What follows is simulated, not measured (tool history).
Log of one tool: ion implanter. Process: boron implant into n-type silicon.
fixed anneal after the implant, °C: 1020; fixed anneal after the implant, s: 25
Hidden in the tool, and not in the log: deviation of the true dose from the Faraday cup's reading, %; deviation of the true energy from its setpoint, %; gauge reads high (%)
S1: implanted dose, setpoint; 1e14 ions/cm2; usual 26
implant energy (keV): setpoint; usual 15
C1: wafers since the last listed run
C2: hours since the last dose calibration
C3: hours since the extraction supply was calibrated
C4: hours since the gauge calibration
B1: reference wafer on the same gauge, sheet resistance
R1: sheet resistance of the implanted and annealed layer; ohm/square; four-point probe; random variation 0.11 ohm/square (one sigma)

Run 1, hour 0: usual settings but S1 23.96 1e14 ions/cm2, implant energy (keV) 13; C1 0; C2 1851.8; C3 2595.5; C4 237.6; B1 77.77. Result: R1 77.98 ohm/square.
Run 2, hour 24.5: usual settings; C1 249; C2 1876.3; C3 2620; C4 262.1; B1 77.81. Result: R1 70.98 ohm/square.
Run 3, hour 36.8: usual settings but implant energy (keV) 11; C1 125; C2 1888.6; C3 2632.3; C4 274.4; B1 77.75. Result: R1 83.33 ohm/square.
Run 4, hour 71.6: usual settings; C1 354; C2 1923.4; C3 2667.1; C4 309.2; B1 77.83. Result: R1 71.11 ohm/square.
Run 5, hour 101.4: usual settings but S1 27.76 1e14 ions/cm2, implant energy (keV) 11.5; C1 303; C2 1953.2; C3 2696.9; C4 339; B1 77.83. Result: R1 80.35 ohm/square.
Run 6, hour 115.2: usual settings but S1 27.76 1e14 ions/cm2, implant energy (keV) 11.5; C1 140; C2 1967; C3 2710.7; C4 352.8; B1 77.82. Result: R1 80.13 ohm/square.
Run 7, hour 127.3: usual settings but S1 27.76 1e14 ions/cm2, implant energy (keV) 11.5; C1 123; C2 1979.1; C3 2722.8; C4 364.9; B1 77.82. Result: R1 80.23 ohm/square.
Run 8, hour 165.4: usual settings but S1 21.2 1e14 ions/cm2; C1 387; C2 2017.2; C3 2760.9; C4 403; B1 77.8. Result: R1 76 ohm/square.
Run 9, hour 186.1: usual settings but S1 21.2 1e14 ions/cm2; C1 210; C2 2037.9; C3 2781.6; C4 423.7; B1 77.78. Result: R1 76.35 ohm/square.
Run 10, hour 203.6: usual settings but S1 21.2 1e14 ions/cm2; C1 178; C2 2055.4; C3 2799.1; C4 441.2; B1 77.79. Result: R1 76.05 ohm/square.
Run 11, hour 236.8: usual settings; C1 337; C2 2088.6; C3 2832.3; C4 474.4; B1 77.79. Result: R1 70.62 ohm/square.
Run 12, hour 253.8: usual settings; C1 173; C2 2105.6; C3 2849.3; C4 491.4; B1 77.81. Result: R1 70.8 ohm/square.
Run 13, hour 267.5: usual settings but S1 20.71 1e14 ions/cm2; C1 139; C2 2119.3; C3 2863; C4 505.1; B1 77.77. Result: R1 76.74 ohm/square.
Run 14, hour 286.2: usual settings but S1 27.62 1e14 ions/cm2, implant energy (keV) 17.5; C1 190; C2 2138; C3 2881.7; C4 523.8; B1 77.83. Result: R1 64.83 ohm/square.
At hour 306.5: Faraday cup replaced and dose calibrated.
Run 15, hour 307: usual settings but S1 27.62 1e14 ions/cm2, implant energy (keV) 17.5; C1 130; C2 0.5; C3 2902.5; C4 544.6; B1 77.79. Result: R1 65.71 ohm/square.
Run 16, hour 327: usual settings but S1 27.62 1e14 ions/cm2, implant energy (keV) 17.5; C1 203; C2 20.5; C3 2922.5; C4 564.6; B1 77.79. Result: R1 65.69 ohm/square.
Run 17, hour 348.2: usual settings but S1 30.38 1e14 ions/cm2; C1 215; C2 41.7; C3 2943.7; C4 585.8; B1 77.8. Result: R1 68.85 ohm/square.
Run 18, hour 382.5: usual settings but S1 31.88 1e14 ions/cm2; C1 349; C2 76; C3 2978; C4 620.1; B1 77.8. Result: R1 68.26 ohm/square.
Run 19, hour 488.4: usual settings; C1 1077; C2 181.9; C3 3083.9; C4 726; B1 77.79. Result: R1 71.64 ohm/square.
Run 20, hour 510.9: usual settings but S1 31.43 1e14 ions/cm2, implant energy (keV) 17.5; C1 228; C2 204.4; C3 3106.4; C4 748.5; B1 77.82. Result: R1 63.21 ohm/square.
Run 21, hour 541.9: usual settings but implant energy (keV) 10.5; C1 315; C2 235.4; C3 3137.4; C4 779.5; B1 77.79. Result: R1 86.17 ohm/square.
Run 22, hour 558: usual settings but S1 29.85 1e14 ions/cm2; C1 163; C2 251.5; C3 3153.5; C4 795.6; B1 77.83. Result: R1 69.17 ohm/square.
Run 23, hour 587.4: usual settings but S1 20.8 1e14 ions/cm2; C1 299; C2 280.9; C3 3182.9; C4 825; B1 77.8. Result: R1 77.86 ohm/square.
Run 24, hour 612: usual settings but implant energy (keV) 19; C1 250; C2 305.5; C3 3207.5; C4 849.6; B1 77.8. Result: R1 64.83 ohm/square.
Run 25, hour 633.5: usual settings but S1 23.25 1e14 ions/cm2, implant energy (keV) 10; C1 218; C2 327; C3 3229; C4 871.1; B1 77.77. Result: R1 90.5 ohm/square.
At hour 638.1: gauge calibrated.
Run 26, hour 656.5: usual settings but S1 18.61 1e14 ions/cm2; C1 234; C2 350; C3 3252; C4 18.4; B1 77.79. Result: R1 82 ohm/square.
Run 27, hour 680.6: usual settings; C1 245; C2 374.1; C3 3276.1; C4 42.5; B1 77.83. Result: R1 71.56 ohm/square.
Run 28, hour 698.1: usual settings but S1 20.52 1e14 ions/cm2; C1 178; C2 391.6; C3 3293.6; C4 60; B1 77.78. Result: R1 78.55 ohm/square.
At hour 720.6: extraction supply calibrated.
Run 29, hour 733.2: usual settings but S1 30.26 1e14 ions/cm2, implant energy (keV) 12.5; C1 275; C2 426.7; C3 12.6; C4 95.1; B1 77.79. Result: R1 75.9 ohm/square.
Run 30, hour 766.2: usual settings; C1 335; C2 459.7; C3 45.6; C4 128.1; B1 77.79. Result: R1 71.63 ohm/square.
Run 31, hour 800.8: usual settings; C1 352; C2 494.3; C3 80.2; C4 162.7; B1 77.82. Result: R1 71.62 ohm/square.
Run 32, hour 826.2: usual settings; C1 258; C2 519.7; C3 105.6; C4 188.1; B1 77.75. Result: R1 71.66 ohm/square.
Run 33, hour 844.4: usual settings but S1 31.49 1e14 ions/cm2; C1 185; C2 537.9; C3 123.8; C4 206.3; B1 77.73. Result: R1 68.33 ohm/square.
Run 34, hour 861.3: usual settings but S1 18.23 1e14 ions/cm2, implant energy (keV) 18; C1 172; C2 554.8; C3 140.7; C4 223.2; B1 77.77. Result: R1 78.24 ohm/square.
Run 35, hour 884: usual settings but S1 31.95 1e14 ions/cm2, implant energy (keV) 12; C1 231; C2 577.5; C3 163.4; C4 245.9; B1 77.83. Result: R1 77.11 ohm/square.
Run 36, hour 897.7: usual settings but S1 27.98 1e14 ions/cm2, implant energy (keV) 16.5; C1 139; C2 591.2; C3 177.1; C4 259.6; B1 77.8. Result: R1 66.96 ohm/square.
Run 37, hour 926.6: usual settings but S1 29.16 1e14 ions/cm2; C1 294; C2 620.1; C3 206; C4 288.5; B1 77.79. Result: R1 69.31 ohm/square.

Hidden state or all else? Some run-to-run changes of R1, split into what the settings, what came in and random variation would give without the hidden state, and what is left for the hidden state (with any gauge scatter that isn't in both results):
Run 7 -> 8: S1 27.76 -> 21.2, implant energy (keV) 11.5 -> 15. R1 -4.23 ohm/square: hidden state -0.69, all else -3.54.
Run 13 -> 14: S1 20.71 -> 27.62, implant energy (keV) 15 -> 17.5. R1 -11.91 ohm/square: hidden state +0.54, all else -12.45.
Run 14 -> 15: Faraday cup replaced and dose calibrated. R1 +0.88 ohm/square: hidden state +0.94, all else -0.06.
Run 20 -> 21: S1 31.43 -> 26, implant energy (keV) 17.5 -> 10.5. R1 +22.96 ohm/square: hidden state -0.01, all else +22.97.
Run 21 -> 22: S1 26 -> 29.85, implant energy (keV) 10.5 -> 15. R1 -17 ohm/square: hidden state +0, all else -17.
Run 24 -> 25: S1 26 -> 23.25, implant energy (keV) 19 -> 10. R1 +25.67 ohm/square: hidden state +0.01, all else +25.66.
